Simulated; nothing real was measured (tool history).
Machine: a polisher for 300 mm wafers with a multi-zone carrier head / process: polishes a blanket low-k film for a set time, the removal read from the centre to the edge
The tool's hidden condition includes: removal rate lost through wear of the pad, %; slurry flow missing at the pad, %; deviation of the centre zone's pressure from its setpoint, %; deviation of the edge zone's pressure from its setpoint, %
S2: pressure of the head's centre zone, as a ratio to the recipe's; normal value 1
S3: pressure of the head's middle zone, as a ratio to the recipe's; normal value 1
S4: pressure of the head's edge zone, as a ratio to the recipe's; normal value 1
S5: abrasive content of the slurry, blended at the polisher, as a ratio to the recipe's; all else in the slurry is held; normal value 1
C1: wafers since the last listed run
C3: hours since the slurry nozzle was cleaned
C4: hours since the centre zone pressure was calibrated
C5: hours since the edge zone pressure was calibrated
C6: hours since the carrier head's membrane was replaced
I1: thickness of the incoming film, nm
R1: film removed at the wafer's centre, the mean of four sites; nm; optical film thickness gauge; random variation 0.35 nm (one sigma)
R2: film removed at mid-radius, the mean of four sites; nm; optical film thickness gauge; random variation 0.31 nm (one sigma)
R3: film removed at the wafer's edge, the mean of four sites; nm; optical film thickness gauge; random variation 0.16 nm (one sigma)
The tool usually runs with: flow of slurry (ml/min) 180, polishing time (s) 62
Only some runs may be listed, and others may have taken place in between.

Run 1, hour 0: usual settings but polishing time (s) 55; C1 0; wafers polished on this pad 38; C3 24.9; C4 725.2; C5 476.6; C6 1063.5; I1 330.4. Result: R1 23.2 nm, R2 23.7 nm, R3 22.4 nm.
Run 2, hour 18: usual settings; C1 123; wafers polished on this pad 162; C3 42.9; C4 743.2; C5 494.6; C6 1081.5; I1 328.1. Result: R1 25.2 nm, R2 25.9 nm, R3 25.2 nm.
Run 3, hour 51.7: usual settings but S4 0.92; C1 231; wafers polished on this pad 393; C3 76.6; C4 776.9; C5 528.3; C6 1115.2; I1 325.2. Result: R1 25.7 nm, R2 26.1 nm, R3 23.7 nm.
Run 4, hour 75.7: usual settings; C1 164; wafers polished on this pad 558; C3 100.6; C4 800.9; C5 552.3; C6 1139.2; I1 333.4. Result: R1 24.5 nm, R2 25.7 nm, R3 24.5 nm.
Run 5, hour 108.9: usual settings but polishing time (s) 43; C1 227; wafers polished on this pad 786; C3 133.8; C4 834.1; C5 585.5; C6 1172.4; I1 329.9. Result: R1 17.2 nm, R2 17.4 nm, R3 16.9 nm.
At hour 136.1: centre zone pressure recalibrated.
Run 6, hour 140.5: usual settings but flow of slurry (ml/min) 210; C1 203; wafers polished on this pad 989; C3 165.4; C4 4.4; C5 617.1; C6 1204; I1 325.8. Result: R1 25 nm, R2 26 nm, R3 24.3 nm.
At hour 147: worn pad replaced by a new one.
At hour 168.7: carrier head's membrane replaced by a new one.
At hour 168.8: slurry nozzle cleaned.
Run 7, hour 174.3: usual settings but S2 1.07, S4 0.96; C1 169; wafers polished on this pad 152; C3 5.5; C4 38.2; C5 650.9; C6 5.6; I1 330. Result: R1 27.1 nm, R2 26.6 nm, R3 24.7 nm.
Run 8, hour 193.3: usual settings; C1 130; wafers polished on this pad 282; C3 24.5; C4 57.2; C5 669.9; C6 24.6; I1 329.1. Result: R1 26 nm, R2 26.3 nm, R3 25 nm.
Run 9, hour 213.6: usual settings but flow of slurry (ml/min) 200, S2 1.08, S4 0.93; C1 139; wafers polished on this pad 422; C3 44.8; C4 77.5; C5 690.2; C6 44.9; I1 335.2. Result: R1 27.3 nm, R2 26.1 nm, R3 24.2 nm.
Run 10, hour 244.1: usual settings but S3 0.91, S4 1.04; C1 209; wafers polished on this pad 631; C3 75.3; C4 108; C5 720.7; C6 75.4; I1 332.2. Result: R1 24.7 nm, R2 24.6 nm, R3 25 nm.
Run 11, hour 276.7: usual settings but flow of slurry (ml/min) 195, polishing time (s) 46; C1 223; wafers polished on this pad 855; C3 107.9; C4 140.6; C5 753.3; C6 108; I1 329. Result: R1 18.6 nm, R2 18.9 nm, R3 18.1 nm.
Run 12, hour 302.2: usual settings but flow of slurry (ml/min) 210; C1 175; wafers polished on this pad 1030; C3 133.4; C4 166.1; C5 778.8; C6 133.5; I1 326.1. Result: R1 24.8 nm, R2 25.5 nm, R3 24.1 nm.
At hour 310.8: edge zone pressure recalibrated.
Run 13, hour 319.4: usual settings but polishing time (s) 40; C1 104; wafers polished on this pad 1135; C3 150.6; C4 183.3; C5 8.6; C6 150.7; I1 328.5. Result: R1 15.2 nm, R2 16.2 nm, R3 15.2 nm.
At hour 340.9: worn pad replaced by a new one.
Run 14, hour 350.4: usual settings but flow of slurry (ml/min) 215, S4 1.1; C1 185; wafers polished on this pad 64; C3 181.6; C4 214.3; C5 39.6; C6 181.7; I1 333.6. Result: R1 27.1 nm, R2 27.7 nm, R3 27 nm.
At hour 367.5: slurry nozzle cleaned.
Run 15, hour 370.3: usual settings; C1 129; wafers polished on this pad 194; C3 2.8; C4 234.2; C5 59.5; C6 201.6; I1 336.7. Result: R1 25.9 nm, R2 26.9 nm, R3 25.3 nm.
Run 16, hour 393.5: usual settings but flow of slurry (ml/min) 215, S3 1.11; C1 159; wafers polished on this pad 354; C3 26; C4 257.4; C5 82.7; C6 224.8; I1 333.8. Result: R1 27 nm, R2 29.4 nm, R3 25.7 nm.
Run 17, hour 428.4: usual settings; C1 239; wafers polished on this pad 593; C3 60.9; C4 292.3; C5 117.6; C6 259.7; I1 328.7. Result: R1 25.1 nm, R2 25.7 nm, R3 24.8 nm.
Run 18, hour 453.6: usual settings but flow of slurry (ml/min) 165, S2 0.95, S4 0.92, S5 1.1; C1 173; wafers polished on this pad 766; C3 86.1; C4 317.5; C5 142.8; C6 284.9; I1 334. Result: R1 24.8 nm, R2 26.6 nm, R3 24.8 nm.
Run 19, hour 468.5: usual settings but flow of slurry (ml/min) 140, S3 0.9, S4 1.11, polishing time (s) 46; C1 102; wafers polished on this pad 869; C3 101; C4 332.4; C5 157.7; C6 299.8; I1 334.5. Result: R1 17.4 nm, R2 17.2 nm, R3 18.3 nm.
At hour 495.2: worn pad replaced by a new one.
Run 20, hour 501: usual settings but flow of slurry (ml/min) 145; C1 195; wafers polished on this pad 40; C3 133.5; C4 364.9; C5 190.2; C6 332.3; I1 331.1. Result: R1 25.5 nm, R2 25.4 nm, R3 24.6 nm.

Here are 5 independent what-if runs from the current tool condition. What would each one return?
Run A, hour 501.4: usual settings but flow of slurry (ml/min) 230; C1 2; wafers polished on this pad 42; C3 133.9; C4 365.3; C5 190.6; C6 332.7; I1 331.4. Result: R1 ?, R2 ?, R3 ?.
Run B, hour 501.4: usual settings but S2 0.9, S4 0.9; C1 2; wafers polished on this pad 42; C3 133.9; C4 365.3; C5 190.6; C6 332.7; I1 331.4. Result: R1 ?, R2 ?, R3 ?.
Run C, hour 501.4: usual settings but S2 1.06, S3 0.96, S4 0.96, S5 0.8; C1 2; wafers polished on this pad 42; C3 133.9; C4 365.3; C5 190.6; C6 332.7; I1 331.4. Result: R1 ?, R2 ?, R3 ?.
Run D, hour 501.4: usual settings but flow of slurry (ml/min) 140, S3 1.06, S5 0.75, polishing time (s) 44; C1 2; wafers polished on this pad 42; C3 133.9; C4 365.3; C5 190.6; C6 332.7; I1 331.4. Result: R1 ?, R2 ?, R3 ?.
Run E, hour 501.4: usual settings but flow of slurry (ml/min) 130, S2 0.92, S5 0.75, polishing time (s) 42; C1 2; wafers polished on this pad 42; C3 133.9; C4 365.3; C5 190.6; C6 332.7; I1 331.4. Result: R1 ?, R2 ?, R3 ?.

run    R1    R2    R3
  A  27.5  27.6  26.1
  B    24  26.6  24.2
  C    24  22.4  21.5
  D  14.5  15.3  14.3
  E  12.6  13.8  13.5
Take away the tool's hidden state, keep each run's random variation, and the runs would have read:
run    R1    R2    R3
  A  27.7  27.9  26.3
  B  24.2  26.9  24.4
  C  24.2  22.6  21.7
  D  14.7  15.5  14.4
  E  12.7    14  13.6
